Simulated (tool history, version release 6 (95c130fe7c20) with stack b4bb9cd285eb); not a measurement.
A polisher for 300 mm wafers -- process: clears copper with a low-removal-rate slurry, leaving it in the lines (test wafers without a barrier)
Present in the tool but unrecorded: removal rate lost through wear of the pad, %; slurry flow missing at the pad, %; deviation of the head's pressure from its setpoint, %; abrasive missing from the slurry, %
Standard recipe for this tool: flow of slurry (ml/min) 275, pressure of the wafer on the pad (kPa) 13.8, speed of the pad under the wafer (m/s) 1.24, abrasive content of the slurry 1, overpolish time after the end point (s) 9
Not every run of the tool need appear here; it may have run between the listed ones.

run,day,flow of slurry (ml/min),pressure of the wafer on the pad (kPa),speed of the pad under the wafer (m/s),abrasive content of the slurry,overpolish time after the end point (s),wafers since the last listed run,wafers polished on this pad,hours since the slurry nozzle was cleaned,hours since the head pressure was calibrated,hours since the slurry blender was calibrated,"incoming thickness of the incoming film, nm",time until the end point was called (s),dishing of a wide line in a test structure (angstrom)
1,0,275,13.8,1,1,9,0,1791,498.7,318.1,308.9,301.2,117.7,174
# day 1.062: slurry blender recalibrated
# day 1.312: worn pad replaced by a new one
2,2.592,275,13.8,1.24,1.15,9,394,215,560.9,380.3,36.7,299.6,99,207
3,3.888,275,13.8,1.24,1,9,218,433,592,411.4,67.8,301,101.8,201
4,6.883,275,13.8,1.24,1,9,504,938,663.9,483.3,139.7,296.3,101.8,189
# day 8.683: slurry nozzle cleaned
5,8.942,275,13.8,1.24,1,9,339,1278,6.2,532.7,189.1,297.4,97.9,192
6,10.062,275,13.8,1.24,1,9,188,1467,33.1,559.6,216,304.4,102.6,196
7,11.1,275,13.8,1.24,1,9,174,1642,58,584.5,240.9,303.2,100.8,195
# day 13.979: worn pad replaced by a new one
8,14.008,275,13.8,1.24,1,9,462,4,127.8,654.3,310.7,302,102.7,198
# day 15.117: slurry blender recalibrated
9,16.696,275,13.8,1.24,1,9,438,443,192.3,718.8,37.9,302.8,100.7,205
10,19.417,275,13.8,1.24,1,9,458,902,257.6,784.1,103.2,300.8,103,199
11,20.621,275,13.8,1.24,1,9,202,1105,286.5,813,132.1,301.7,100,193
12,23.125,275,13.8,1.24,1,9,422,1527,346.6,873.1,192.2,301.5,102.3,193
# day 24.317: worn pad replaced by a new one
13,25.146,345,13.8,1.06,1,9,312,139,395.1,921.6,240.7,297.8,110.7,185
14,27.246,310,13.8,1.24,1,9,353,493,445.5,972,291.1,297.7,100.6,204
15,29.646,320,15.9,1.24,1,9,404,898,503.1,1029.6,348.7,303.4,89.4,226
# day 29.788: head pressure recalibrated
# day 30.796: slurry blender recalibrated
# day 32.033: slurry nozzle cleaned
# day 36.233: worn pad replaced by a new one, of another model than before
16,38.488,275,13.8,1.24,1,9,1426,379,154.9,208.8,184.6,305.5,111.1,190
17,40.383,275,13.8,1.24,1,9,319,699,200.4,254.3,230.1,300.5,107,189
18,42.558,200,17.2,0.84,0.8,9,366,1065,252.6,306.5,282.3,299.8,151.7,138
# day 43.471: slurry blender recalibrated
# day 45.833: worn pad replaced by a new one
19,46.283,275,13.8,1.54,1.2,11,585,75,342,395.9,67.5,299.9,79.8,276
20,48.638,275,13.8,1.02,1.1,9,396,472,398.5,452.4,124,296.6,121.5,162
21,49.971,275,13.8,1.02,1.1,9,224,697,430.5,484.4,156,296.7,125.2,159
22,52.446,275,13.8,1.56,1,13,417,1114,489.9,543.8,215.4,306.6,87.3,307
23,54.267,275,13.8,1.24,1,9,306,1421,533.6,587.5,259.1,300.7,105.1,192
24,55.654,275,13.8,1.02,1,9,233,1655,566.9,620.8,292.4,306.2,129.1,160

4 options for the next run, each taken on its own from the tool as it stands now. Forecast them:
A,55.675,275,13.8,1.24,1,9,3,1658,567.4,621.3,292.9,301.5,?,?
B,55.675,275,13.8,1.24,0.8,5,3,1658,567.4,621.3,292.9,301.5,?,?
C,55.675,345,9.7,1.24,0.9,13,3,1658,567.4,621.3,292.9,301.5,?,?
D,55.675,210,9,1.24,0.8,4,3,1658,567.4,621.3,292.9,301.5,?,?

run,time until the end point was called (s),dishing of a wide line in a test structure (angstrom)
A,105.9,189
B,111.9,105
C,119.8,233
D,128,75
Stripped of hidden state, with their random variation kept, the same runs would have yielded:
run,time until the end point was called (s),dishing of a wide line in a test structure (angstrom)
A,109.1,184
B,115.4,102
C,123.5,226
D,131.9,73
